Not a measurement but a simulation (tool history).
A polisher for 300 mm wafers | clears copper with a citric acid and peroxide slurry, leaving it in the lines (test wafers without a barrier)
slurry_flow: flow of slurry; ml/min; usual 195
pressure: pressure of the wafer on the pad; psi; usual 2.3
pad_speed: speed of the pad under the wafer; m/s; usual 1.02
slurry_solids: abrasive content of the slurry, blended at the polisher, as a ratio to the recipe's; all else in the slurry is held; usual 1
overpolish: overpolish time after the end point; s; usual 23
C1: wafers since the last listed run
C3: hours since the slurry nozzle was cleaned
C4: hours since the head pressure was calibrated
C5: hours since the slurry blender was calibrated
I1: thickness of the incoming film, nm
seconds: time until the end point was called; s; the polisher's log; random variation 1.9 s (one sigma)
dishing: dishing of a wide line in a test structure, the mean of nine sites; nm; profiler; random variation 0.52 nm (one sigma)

run 1 hour=0 | slurry_flow=195 pressure=2.5 pad_speed=1.02 slurry_solids=1 overpolish=23 | C1=0 wafers_polished_on_this_pad=105 C3=687.8 C4=629.2 C5=236.6 | I1=256.9 | seconds=173.8 dishing=23.2
run 2 hour=6.9 | slurry_flow=195 pressure=2.5 pad_speed=1.02 slurry_solids=1 overpolish=23 | C1=37 wafers_polished_on_this_pad=142 C3=694.7 C4=636.1 C5=243.5 | I1=252.6 | seconds=171.7 dishing=24.5
run 3 hour=28.9 | slurry_flow=195 pressure=2.5 pad_speed=1.02 slurry_solids=1 overpolish=23 | C1=118 wafers_polished_on_this_pad=260 C3=716.7 C4=658.1 C5=265.5 | I1=256.1 | seconds=182.6 dishing=22.7
run 4 hour=39.1 | slurry_flow=195 pressure=2.3 pad_speed=1.02 slurry_solids=1 overpolish=23 | C1=54 wafers_polished_on_this_pad=315 C3=726.9 C4=668.3 C5=275.7 | I1=256.7 | seconds=197.6 dishing=21
run 5 hour=49.2 | slurry_flow=195 pressure=2.3 pad_speed=1.02 slurry_solids=1 overpolish=23 | C1=54 wafers_polished_on_this_pad=370 C3=737 C4=678.4 C5=285.8 | I1=254.6 | seconds=193.9 dishing=21.2
run 6 hour=67.1 | slurry_flow=195 pressure=2.3 pad_speed=1.02 slurry_solids=1 overpolish=23 | C1=96 wafers_polished_on_this_pad=466 C3=754.9 C4=696.3 C5=303.7 | I1=251.9 | seconds=193 dishing=21
run 7 hour=83 | slurry_flow=195 pressure=2.3 pad_speed=1.02 slurry_solids=1 overpolish=23 | C1=85 wafers_polished_on_this_pad=551 C3=770.8 C4=712.2 C5=319.6 | I1=255.2 | seconds=200.3 dishing=20.4
-- hour=91.5 slurry blender recalibrated
run 8 hour=97 | slurry_flow=195 pressure=2.3 pad_speed=1.02 slurry_solids=1 overpolish=23 | C1=64 wafers_polished_on_this_pad=616 C3=784.8 C4=726.2 C5=5.5 | I1=256.2 | seconds=202.3 dishing=21.1
-- hour=104.2 worn pad replaced by a new one
-- hour=105.4 slurry nozzle cleaned
run 9 hour=112.9 | slurry_flow=195 pressure=1.7 pad_speed=1.02 slurry_solids=1 overpolish=23 | C1=58 wafers_polished_on_this_pad=41 C3=7.5 C4=742.1 C5=21.4 | I1=252.4 | seconds=239.1 dishing=17.1
run 10 hour=122.2 | slurry_flow=160 pressure=2.3 pad_speed=1.32 slurry_solids=0.9 overpolish=11 | C1=49 wafers_polished_on_this_pad=91 C3=16.8 C4=751.4 C5=30.7 | I1=255.7 | seconds=156.6 dishing=13.9
run 11 hour=139.9 | slurry_flow=215 pressure=2.9 pad_speed=1.3 slurry_solids=1 overpolish=35 | C1=95 wafers_polished_on_this_pad=186 C3=34.5 C4=769.1 C5=48.4 | I1=254.6 | seconds=121.4 dishing=43.2
-- hour=143.7 head pressure recalibrated
run 12 hour=152.4 | slurry_flow=195 pressure=2.3 pad_speed=1.02 slurry_solids=1 overpolish=11 | C1=56 wafers_polished_on_this_pad=242 C3=47 C4=8.7 C5=60.9 | I1=252 | seconds=187.4 dishing=11.2
run 13 hour=163.5 | slurry_flow=195 pressure=2.3 pad_speed=1.02 slurry_solids=1 overpolish=23 | C1=59 wafers_polished_on_this_pad=302 C3=58.1 C4=19.8 C5=72 | I1=251.6 | seconds=191.8 dishing=22.2
run 14 hour=173.5 | slurry_flow=225 pressure=2.3 pad_speed=1.02 slurry_solids=1 overpolish=23 | C1=53 wafers_polished_on_this_pad=356 C3=68.1 C4=29.8 C5=82 | I1=256.9 | seconds=193.5 dishing=21.6
run 15 hour=187.5 | slurry_flow=175 pressure=2.3 pad_speed=1.02 slurry_solids=0.85 overpolish=23 | C1=75 wafers_polished_on_this_pad=431 C3=82.1 C4=43.8 C5=96 | I1=255.5 | seconds=208.3 dishing=20.4

3 ways to go on from here, each from the tool as it stands after run 15. What would each give?
run A hour=188 | slurry_flow=195 pressure=2.3 pad_speed=1.02 slurry_solids=1 overpolish=23 | C1=2 wafers_polished_on_this_pad=434 C3=82.6 C4=44.3 C5=96.5 | I1=255.3 | seconds=? dishing=?
run B hour=188 | slurry_flow=195 pressure=3 pad_speed=0.86 slurry_solids=1 overpolish=23 | C1=2 wafers_polished_on_this_pad=434 C3=82.6 C4=44.3 C5=96.5 | I1=255.3 | seconds=? dishing=?
run C hour=188 | slurry_flow=150 pressure=2.3 pad_speed=0.78 slurry_solids=1 overpolish=23 | C1=2 wafers_polished_on_this_pad=434 C3=82.6 C4=44.3 C5=96.5 | I1=255.3 | seconds=? dishing=?

run=A seconds=192.3 dishing=22.1
run=B seconds=170 dishing=24.7
run=C seconds=244.3 dishing=17.9
Without the tool's hidden state the same runs would have given:
run=A seconds=172.3 dishing=24.2
run=B seconds=152.3 dishing=27
run=C seconds=218.9 dishing=19.7
